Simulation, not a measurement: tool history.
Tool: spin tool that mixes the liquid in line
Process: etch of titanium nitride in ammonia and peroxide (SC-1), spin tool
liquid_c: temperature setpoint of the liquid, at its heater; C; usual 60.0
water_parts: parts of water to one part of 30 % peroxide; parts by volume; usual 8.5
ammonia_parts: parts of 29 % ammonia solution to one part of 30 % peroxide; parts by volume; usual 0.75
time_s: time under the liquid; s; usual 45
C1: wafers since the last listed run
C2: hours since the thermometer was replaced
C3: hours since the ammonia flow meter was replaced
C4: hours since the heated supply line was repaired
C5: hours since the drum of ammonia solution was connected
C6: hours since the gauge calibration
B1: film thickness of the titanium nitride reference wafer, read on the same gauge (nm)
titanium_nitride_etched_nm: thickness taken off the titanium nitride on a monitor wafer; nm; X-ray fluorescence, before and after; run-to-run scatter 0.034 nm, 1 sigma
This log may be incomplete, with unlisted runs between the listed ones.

{"run": 1, "hour": 0.0, "liquid_c": 53.0, "water_parts": 8.5, "ammonia_parts": 0.55, "time_s": 45, "C1": 0, "C2": 314.2, "C3": 637.2, "C4": 439.0, "C5": 6.6, "C6": 476.6, "B1": 110.0, "titanium_nitride_etched_nm": 6.04}
{"run": 2, "hour": 47.4, "liquid_c": 60.0, "water_parts": 11.0, "ammonia_parts": 0.75, "time_s": 45, "C1": 632, "C2": 361.6, "C3": 684.6, "C4": 486.4, "C5": 54.0, "C6": 524.0, "B1": 110.01, "titanium_nitride_etched_nm": 9.0}
{"run": 3, "hour": 87.0, "liquid_c": 60.0, "water_parts": 8.5, "ammonia_parts": 1.1, "time_s": 20, "C1": 528, "C2": 401.2, "C3": 724.2, "C4": 526.0, "C5": 93.6, "C6": 563.6, "B1": 110.02, "titanium_nitride_etched_nm": 4.81}
{"run": 4, "hour": 119.8, "liquid_c": 57.0, "water_parts": 6.0, "ammonia_parts": 0.75, "time_s": 30, "C1": 437, "C2": 434.0, "C3": 757.0, "C4": 558.8, "C5": 126.4, "C6": 596.4, "B1": 110.02, "titanium_nitride_etched_nm": 6.61}
{"run": 5, "hour": 184.3, "liquid_c": 60.0, "water_parts": 8.5, "ammonia_parts": 1.05, "time_s": 55, "C1": 860, "C2": 498.5, "C3": 821.5, "C4": 623.3, "C5": 190.9, "C6": 660.9, "B1": 109.98, "titanium_nitride_etched_nm": 13.15}
{"run": 6, "hour": 251.4, "liquid_c": 60.0, "water_parts": 11.5, "ammonia_parts": 0.75, "time_s": 45, "C1": 895, "C2": 565.6, "C3": 888.6, "C4": 690.4, "C5": 258.0, "C6": 728.0, "B1": 109.98, "titanium_nitride_etched_nm": 8.74}
{"run": 7, "hour": 294.9, "liquid_c": 60.0, "water_parts": 8.5, "ammonia_parts": 0.75, "time_s": 45, "C1": 580, "C2": 609.1, "C3": 932.1, "C4": 733.9, "C5": 301.5, "C6": 771.5, "B1": 110.02, "titanium_nitride_etched_nm": 10.21}
{"run": 8, "hour": 358.5, "liquid_c": 60.0, "water_parts": 12.5, "ammonia_parts": 0.75, "time_s": 55, "C1": 848, "C2": 672.7, "C3": 995.7, "C4": 797.5, "C5": 365.1, "C6": 835.1, "B1": 110.03, "titanium_nitride_etched_nm": 10.23}
{"run": 9, "hour": 393.7, "liquid_c": 65.5, "water_parts": 8.5, "ammonia_parts": 0.75, "time_s": 65, "C1": 469, "C2": 707.9, "C3": 1030.9, "C4": 832.7, "C5": 400.3, "C6": 870.3, "B1": 110.02, "titanium_nitride_etched_nm": 20.92}
{"run": 10, "hour": 423.8, "liquid_c": 60.0, "water_parts": 10.5, "ammonia_parts": 0.75, "time_s": 20, "C1": 401, "C2": 738.0, "C3": 1061.0, "C4": 862.8, "C5": 430.4, "C6": 900.4, "B1": 110.0, "titanium_nitride_etched_nm": 4.05}
{"run": 11, "hour": 478.0, "liquid_c": 60.0, "water_parts": 9.5, "ammonia_parts": 0.75, "time_s": 25, "C1": 723, "C2": 792.2, "C3": 1115.2, "C4": 917.0, "C5": 484.6, "C6": 954.6, "B1": 109.97, "titanium_nitride_etched_nm": 5.35}
{"run": 12, "hour": 517.3, "liquid_c": 60.0, "water_parts": 5.0, "ammonia_parts": 0.75, "time_s": 45, "C1": 524, "C2": 831.5, "C3": 1154.5, "C4": 956.3, "C5": 523.9, "C6": 993.9, "B1": 110.01, "titanium_nitride_etched_nm": 13.0}
{"run": 13, "hour": 543.9, "liquid_c": 55.0, "water_parts": 8.5, "ammonia_parts": 1.1, "time_s": 25, "C1": 355, "C2": 858.1, "C3": 1181.1, "C4": 982.9, "C5": 550.5, "C6": 1020.5, "B1": 110.04, "titanium_nitride_etched_nm": 4.28}
{"hour": 577.3, "done": "heated supply line repaired"}
{"run": 14, "hour": 585.2, "liquid_c": 60.0, "water_parts": 8.5, "ammonia_parts": 0.75, "time_s": 60, "C1": 537, "C2": 899.4, "C3": 1222.4, "C4": 7.9, "C5": 591.8, "C6": 1061.8, "B1": 109.98, "titanium_nitride_etched_nm": 13.77}
{"run": 15, "hour": 627.0, "liquid_c": 60.0, "water_parts": 8.5, "ammonia_parts": 0.75, "time_s": 45, "C1": 557, "C2": 941.2, "C3": 1264.2, "C4": 49.7, "C5": 633.6, "C6": 1103.6, "B1": 109.99, "titanium_nitride_etched_nm": 10.28}
{"run": 16, "hour": 670.7, "liquid_c": 60.0, "water_parts": 8.5, "ammonia_parts": 0.95, "time_s": 20, "C1": 583, "C2": 984.9, "C3": 1307.9, "C4": 93.4, "C5": 677.3, "C6": 1147.3, "B1": 109.97, "titanium_nitride_etched_nm": 4.76}
{"hour": 680.8, "done": "thermometer replaced"}
{"run": 17, "hour": 703.7, "liquid_c": 60.0, "water_parts": 8.5, "ammonia_parts": 0.4, "time_s": 45, "C1": 427, "C2": 22.9, "C3": 1340.9, "C4": 126.4, "C5": 710.3, "C6": 1180.3, "B1": 109.98, "titanium_nitride_etched_nm": 9.26}
{"run": 18, "hour": 768.3, "liquid_c": 60.0, "water_parts": 8.5, "ammonia_parts": 0.75, "time_s": 45, "C1": 862, "C2": 87.5, "C3": 1405.5, "C4": 191.0, "C5": 774.9, "C6": 1244.9, "B1": 110.02, "titanium_nitride_etched_nm": 10.28}
{"run": 19, "hour": 793.1, "liquid_c": 60.0, "water_parts": 8.5, "ammonia_parts": 0.75, "time_s": 45, "C1": 331, "C2": 112.3, "C3": 1430.3, "C4": 215.8, "C5": 799.7, "C6": 1269.7, "B1": 109.98, "titanium_nitride_etched_nm": 10.33}
{"run": 20, "hour": 827.3, "liquid_c": 60.0, "water_parts": 8.5, "ammonia_parts": 0.75, "time_s": 45, "C1": 456, "C2": 146.5, "C3": 1464.5, "C4": 250.0, "C5": 833.9, "C6": 1303.9, "B1": 109.96, "titanium_nitride_etched_nm": 10.27}
{"run": 21, "hour": 862.4, "liquid_c": 60.0, "water_parts": 8.5, "ammonia_parts": 0.75, "time_s": 45, "C1": 468, "C2": 181.6, "C3": 1499.6, "C4": 285.1, "C5": 869.0, "C6": 1339.0, "B1": 110.02, "titanium_nitride_etched_nm": 10.25}
{"run": 22, "hour": 930.7, "liquid_c": 66.5, "water_parts": 8.5, "ammonia_parts": 0.4, "time_s": 55, "C1": 911, "C2": 249.9, "C3": 1567.9, "C4": 353.4, "C5": 937.3, "C6": 1407.3, "B1": 109.98, "titanium_nitride_etched_nm": 17.13}
{"run": 23, "hour": 960.1, "liquid_c": 60.0, "water_parts": 8.5, "ammonia_parts": 1.05, "time_s": 55, "C1": 392, "C2": 279.3, "C3": 1597.3, "C4": 382.8, "C5": 966.7, "C6": 1436.7, "B1": 110.0, "titanium_nitride_etched_nm": 13.15}

5 ways to go on from here, each from the tool as it stands after run 23. What would each give?
{"run": "A", "hour": 960.5, "liquid_c": 66.5, "water_parts": 8.5, "ammonia_parts": 0.75, "time_s": 45, "C1": 5, "C2": 279.7, "C3": 1597.7, "C4": 383.2, "C5": 967.1, "C6": 1437.1, "B1": "?", "titanium_nitride_etched_nm": "?"}
{"run": "B", "hour": 960.5, "liquid_c": 60.0, "water_parts": 5.0, "ammonia_parts": 0.95, "time_s": 35, "C1": 5, "C2": 279.7, "C3": 1597.7, "C4": 383.2, "C5": 967.1, "C6": 1437.1, "B1": "?", "titanium_nitride_etched_nm": "?"}
{"run": "C", "hour": 960.5, "liquid_c": 55.5, "water_parts": 8.5, "ammonia_parts": 0.75, "time_s": 25, "C1": 5, "C2": 279.7, "C3": 1597.7, "C4": 383.2, "C5": 967.1, "C6": 1437.1, "B1": "?", "titanium_nitride_etched_nm": "?"}
{"run": "D", "hour": 960.5, "liquid_c": 64.5, "water_parts": 11.0, "ammonia_parts": 1.05, "time_s": 35, "C1": 5, "C2": 279.7, "C3": 1597.7, "C4": 383.2, "C5": 967.1, "C6": 1437.1, "B1": "?", "titanium_nitride_etched_nm": "?"}
{"run": "E", "hour": 960.5, "liquid_c": 54.0, "water_parts": 8.5, "ammonia_parts": 1.1, "time_s": 45, "C1": 5, "C2": 279.7, "C3": 1597.7, "C4": 383.2, "C5": 967.1, "C6": 1437.1, "B1": "?", "titanium_nitride_etched_nm": "?"}

run=A B1=110.02 titanium_nitride_etched_nm=15.58
run=B B1=110.02 titanium_nitride_etched_nm=10.55
run=C B1=110.02 titanium_nitride_etched_nm=4.22
run=D B1=110.02 titanium_nitride_etched_nm=9.87
run=E B1=110.02 titanium_nitride_etched_nm=7.27
What these runs would have given with no unlogged condition in the tool:
run=A titanium_nitride_etched_nm=15.69
run=B titanium_nitride_etched_nm=10.64
run=C titanium_nitride_etched_nm=4.26
run=D titanium_nitride_etched_nm=9.95
run=E titanium_nitride_etched_nm=7.32
